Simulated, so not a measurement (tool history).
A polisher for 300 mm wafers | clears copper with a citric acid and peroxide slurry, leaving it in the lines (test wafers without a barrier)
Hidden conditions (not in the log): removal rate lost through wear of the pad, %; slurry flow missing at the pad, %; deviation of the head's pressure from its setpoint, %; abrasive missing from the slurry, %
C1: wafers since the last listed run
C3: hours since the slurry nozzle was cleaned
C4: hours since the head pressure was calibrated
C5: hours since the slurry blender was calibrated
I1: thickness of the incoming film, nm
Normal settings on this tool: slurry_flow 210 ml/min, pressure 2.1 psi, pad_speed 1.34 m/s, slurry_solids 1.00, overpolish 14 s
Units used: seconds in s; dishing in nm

{"run": 1, "day": 0.0, "slurry_flow": 210, "pressure": 2.1, "pad_speed": 1.34, "slurry_solids": 1.0, "overpolish": 14, "C1": 0, "wafers polished on this pad": 409, "C3": 54.4, "C4": 276.1, "C5": 539.1, "I1": 344.9, "seconds": 132.1, "dishing": 21.0}
{"day": 0.633, "done": "slurry blender recalibrated"}
{"run": 2, "day": 2.542, "slurry_flow": 210, "pressure": 2.1, "pad_speed": 1.34, "slurry_solids": 1.0, "overpolish": 14, "C1": 307, "wafers polished on this pad": 717, "C3": 115.4, "C4": 337.1, "C5": 45.8, "I1": 345.1, "seconds": 129.1, "dishing": 21.4}
{"run": 3, "day": 6.442, "slurry_flow": 210, "pressure": 2.1, "pad_speed": 1.34, "slurry_solids": 1.0, "overpolish": 14, "C1": 488, "wafers polished on this pad": 1205, "C3": 209.0, "C4": 430.7, "C5": 139.4, "I1": 347.8, "seconds": 129.3, "dishing": 21.0}
{"run": 4, "day": 10.517, "slurry_flow": 210, "pressure": 2.1, "pad_speed": 1.34, "slurry_solids": 1.0, "overpolish": 14, "C1": 510, "wafers polished on this pad": 1715, "C3": 306.8, "C4": 528.5, "C5": 237.2, "I1": 343.6, "seconds": 128.2, "dishing": 21.5}
{"run": 5, "day": 13.112, "slurry_flow": 230, "pressure": 2.1, "pad_speed": 1.34, "slurry_solids": 1.0, "overpolish": 14, "C1": 324, "wafers polished on this pad": 2040, "C3": 369.1, "C4": 590.8, "C5": 299.5, "I1": 342.5, "seconds": 122.8, "dishing": 21.4}
{"run": 6, "day": 15.625, "slurry_flow": 230, "pressure": 2.1, "pad_speed": 1.34, "slurry_solids": 1.0, "overpolish": 14, "C1": 314, "wafers polished on this pad": 2355, "C3": 429.4, "C4": 651.1, "C5": 359.8, "I1": 349.2, "seconds": 125.7, "dishing": 21.6}
{"day": 16.704, "done": "head pressure recalibrated"}
{"run": 7, "day": 18.538, "slurry_flow": 210, "pressure": 2.1, "pad_speed": 1.34, "slurry_solids": 1.0, "overpolish": 14, "C1": 354, "wafers polished on this pad": 2709, "C3": 499.3, "C4": 44.0, "C5": 429.7, "I1": 349.8, "seconds": 142.0, "dishing": 19.5}
{"day": 22.783, "done": "worn pad replaced by a new one"}
{"run": 8, "day": 22.883, "slurry_flow": 210, "pressure": 2.1, "pad_speed": 1.34, "slurry_solids": 1.0, "overpolish": 14, "C1": 523, "wafers polished on this pad": 12, "C3": 603.6, "C4": 148.3, "C5": 534.0, "I1": 343.1, "seconds": 136.2, "dishing": 20.9}
{"day": 25.171, "done": "slurry nozzle cleaned"}
{"run": 9, "day": 27.379, "slurry_flow": 210, "pressure": 2.1, "pad_speed": 1.34, "slurry_solids": 1.0, "overpolish": 14, "C1": 557, "wafers polished on this pad": 569, "C3": 53.0, "C4": 256.2, "C5": 641.9, "I1": 348.3, "seconds": 139.2, "dishing": 20.4}
{"day": 29.533, "done": "slurry blender recalibrated"}
{"run": 10, "day": 31.229, "slurry_flow": 210, "pressure": 2.1, "pad_speed": 1.34, "slurry_solids": 1.15, "overpolish": 14, "C1": 471, "wafers polished on this pad": 1041, "C3": 145.4, "C4": 348.6, "C5": 40.7, "I1": 346.5, "seconds": 126.7, "dishing": 21.4}
{"run": 11, "day": 34.821, "slurry_flow": 180, "pressure": 2.1, "pad_speed": 1.34, "slurry_solids": 1.0, "overpolish": 9, "C1": 449, "wafers polished on this pad": 1490, "C3": 231.6, "C4": 434.8, "C5": 126.9, "I1": 347.9, "seconds": 135.0, "dishing": 14.5}
{"run": 12, "day": 39.179, "slurry_flow": 165, "pressure": 2.1, "pad_speed": 1.34, "slurry_solids": 1.25, "overpolish": 7, "C1": 545, "wafers polished on this pad": 2036, "C3": 336.2, "C4": 539.4, "C5": 231.5, "I1": 349.0, "seconds": 129.8, "dishing": 12.5}
{"run": 13, "day": 40.733, "slurry_flow": 210, "pressure": 2.1, "pad_speed": 1.34, "slurry_solids": 1.0, "overpolish": 14, "C1": 194, "wafers polished on this pad": 2230, "C3": 373.5, "C4": 576.7, "C5": 268.8, "I1": 348.3, "seconds": 132.6, "dishing": 20.9}
{"day": 41.067, "done": "head pressure recalibrated"}
{"run": 14, "day": 44.079, "slurry_flow": 140, "pressure": 2.1, "pad_speed": 0.92, "slurry_solids": 1.0, "overpolish": 19, "C1": 408, "wafers polished on this pad": 2639, "C3": 453.8, "C4": 72.3, "C5": 349.1, "I1": 347.3, "seconds": 216.1, "dishing": 18.5}
{"run": 15, "day": 46.167, "slurry_flow": 210, "pressure": 2.1, "pad_speed": 1.34, "slurry_solids": 1.0, "overpolish": 14, "C1": 261, "wafers polished on this pad": 2900, "C3": 503.9, "C4": 122.4, "C5": 399.2, "I1": 347.2, "seconds": 140.3, "dishing": 19.9}
{"day": 46.483, "done": "worn pad replaced by a new one"}
{"day": 49.304, "done": "slurry nozzle cleaned"}
{"day": 56.858, "done": "slurry blender recalibrated"}
{"run": 16, "day": 57.871, "slurry_flow": 250, "pressure": 2.3, "pad_speed": 1.34, "slurry_solids": 1.0, "overpolish": 22, "C1": 1428, "wafers polished on this pad": 1409, "C3": 205.6, "C4": 403.3, "C5": 24.3, "I1": 342.6, "seconds": 117.8, "dishing": 28.3}
{"run": 17, "day": 62.038, "slurry_flow": 255, "pressure": 2.1, "pad_speed": 1.72, "slurry_solids": 1.25, "overpolish": 14, "C1": 521, "wafers polished on this pad": 1930, "C3": 305.6, "C4": 503.3, "C5": 124.3, "I1": 344.0, "seconds": 94.4, "dishing": 25.7}
{"day": 63.933, "done": "head pressure recalibrated"}
{"run": 18, "day": 65.983, "slurry_flow": 210, "pressure": 2.1, "pad_speed": 1.34, "slurry_solids": 1.0, "overpolish": 14, "C1": 483, "wafers polished on this pad": 2414, "C3": 400.3, "C4": 49.2, "C5": 219.0, "I1": 346.6, "seconds": 138.6, "dishing": 20.1}
{"run": 19, "day": 68.083, "slurry_flow": 210, "pressure": 2.1, "pad_speed": 0.9, "slurry_solids": 1.25, "overpolish": 12, "C1": 262, "wafers polished on this pad": 2677, "C3": 450.7, "C4": 99.6, "C5": 269.4, "I1": 342.6, "seconds": 189.5, "dishing": 13.9}
{"run": 20, "day": 70.617, "slurry_flow": 210, "pressure": 2.1, "pad_speed": 1.34, "slurry_solids": 1.0, "overpolish": 14, "C1": 317, "wafers polished on this pad": 2994, "C3": 511.5, "C4": 160.4, "C5": 330.2, "I1": 343.1, "seconds": 136.0, "dishing": 20.8}
{"day": 73.817, "done": "worn pad replaced by a new one"}
{"run": 21, "day": 73.854, "slurry_flow": 210, "pressure": 2.1, "pad_speed": 1.34, "slurry_solids": 1.0, "overpolish": 14, "C1": 384, "wafers polished on this pad": 4, "C3": 589.2, "C4": 238.1, "C5": 407.9, "I1": 347.7, "seconds": 136.1, "dishing": 20.6}
{"run": 22, "day": 76.675, "slurry_flow": 210, "pressure": 2.1, "pad_speed": 1.34, "slurry_solids": 1.0, "overpolish": 14, "C1": 353, "wafers polished on this pad": 357, "C3": 656.9, "C4": 305.8, "C5": 475.6, "I1": 342.4, "seconds": 133.6, "dishing": 20.4}
{"day": 77.279, "done": "slurry nozzle cleaned"}
{"run": 23, "day": 78.538, "slurry_flow": 210, "pressure": 1.7, "pad_speed": 1.34, "slurry_solids": 1.15, "overpolish": 14, "C1": 227, "wafers polished on this pad": 585, "C3": 30.2, "C4": 350.5, "C5": 520.3, "I1": 345.6, "seconds": 150.4, "dishing": 19.0}
{"run": 24, "day": 82.729, "slurry_flow": 210, "pressure": 2.1, "pad_speed": 1.34, "slurry_solids": 1.2, "overpolish": 14, "C1": 524, "wafers polished on this pad": 1110, "C3": 130.8, "C4": 451.1, "C5": 620.9, "I1": 344.7, "seconds": 126.7, "dishing": 21.9}
{"day": 85.875, "done": "slurry blender recalibrated"}
{"day": 90.392, "done": "head pressure recalibrated"}
{"run": 25, "day": 94.704, "slurry_flow": 210, "pressure": 2.1, "pad_speed": 1.14, "slurry_solids": 1.0, "overpolish": 14, "C1": 1477, "wafers polished on this pad": 2588, "C3": 418.2, "C4": 103.5, "C5": 211.9, "I1": 344.9, "seconds": 162.2, "dishing": 17.8}
{"run": 26, "day": 99.075, "slurry_flow": 185, "pressure": 2.1, "pad_speed": 1.34, "slurry_solids": 1.0, "overpolish": 22, "C1": 547, "wafers polished on this pad": 3135, "C3": 523.1, "C4": 208.4, "C5": 316.8, "I1": 350.2, "seconds": 141.8, "dishing": 26.9}
{"day": 99.775, "done": "slurry nozzle cleaned"}
{"run": 27, "day": 100.883, "slurry_flow": 210, "pressure": 1.9, "pad_speed": 1.34, "slurry_solids": 1.0, "overpolish": 17, "C1": 221, "wafers polished on this pad": 3356, "C3": 26.6, "C4": 251.8, "C5": 360.2, "I1": 342.8, "seconds": 142.6, "dishing": 21.9}
{"day": 101.742, "done": "worn pad replaced by a new one"}
{"run": 28, "day": 104.675, "slurry_flow": 210, "pressure": 2.1, "pad_speed": 1.34, "slurry_solids": 1.0, "overpolish": 14, "C1": 453, "wafers polished on this pad": 367, "C3": 117.6, "C4": 342.8, "C5": 451.2, "I1": 347.8, "seconds": 134.8, "dishing": 20.3}
{"run": 29, "day": 109.05, "slurry_flow": 210, "pressure": 2.1, "pad_speed": 1.02, "slurry_solids": 0.75, "overpolish": 17, "C1": 547, "wafers polished on this pad": 914, "C3": 222.6, "C4": 447.8, "C5": 556.2, "I1": 349.5, "seconds": 186.0, "dishing": 18.1}

Branching from run 29: 3 alternative next runs. What would each branch give?
{"run": "A", "day": 109.071, "slurry_flow": 210, "pressure": 2.1, "pad_speed": 1.34, "slurry_solids": 1.0, "overpolish": 11, "C1": 2, "wafers polished on this pad": 917, "C3": 223.1, "C4": 448.3, "C5": 556.7, "I1": 346.2, "seconds": "?", "dishing": "?"}
{"run": "B", "day": 109.071, "slurry_flow": 275, "pressure": 2.5, "pad_speed": 1.14, "slurry_solids": 0.8, "overpolish": 14, "C1": 2, "wafers polished on this pad": 917, "C3": 223.1, "C4": 448.3, "C5": 556.7, "I1": 346.2, "seconds": "?", "dishing": "?"}
{"run": "C", "day": 109.071, "slurry_flow": 145, "pressure": 2.1, "pad_speed": 1.18, "slurry_solids": 1.1, "overpolish": 20, "C1": 2, "wafers polished on this pad": 917, "C3": 223.1, "C4": 448.3, "C5": 556.7, "I1": 346.2, "seconds": "?", "dishing": "?"}

run=A seconds=131.0 dishing=17.7
run=B seconds=137.8 dishing=20.4
run=C seconds=154.3 dishing=23.9
Without the tool's unlogged condition, the same runs would have read:
run=A seconds=139.2 dishing=16.9
run=B seconds=146.4 dishing=19.5
run=C seconds=163.9 dishing=23.0

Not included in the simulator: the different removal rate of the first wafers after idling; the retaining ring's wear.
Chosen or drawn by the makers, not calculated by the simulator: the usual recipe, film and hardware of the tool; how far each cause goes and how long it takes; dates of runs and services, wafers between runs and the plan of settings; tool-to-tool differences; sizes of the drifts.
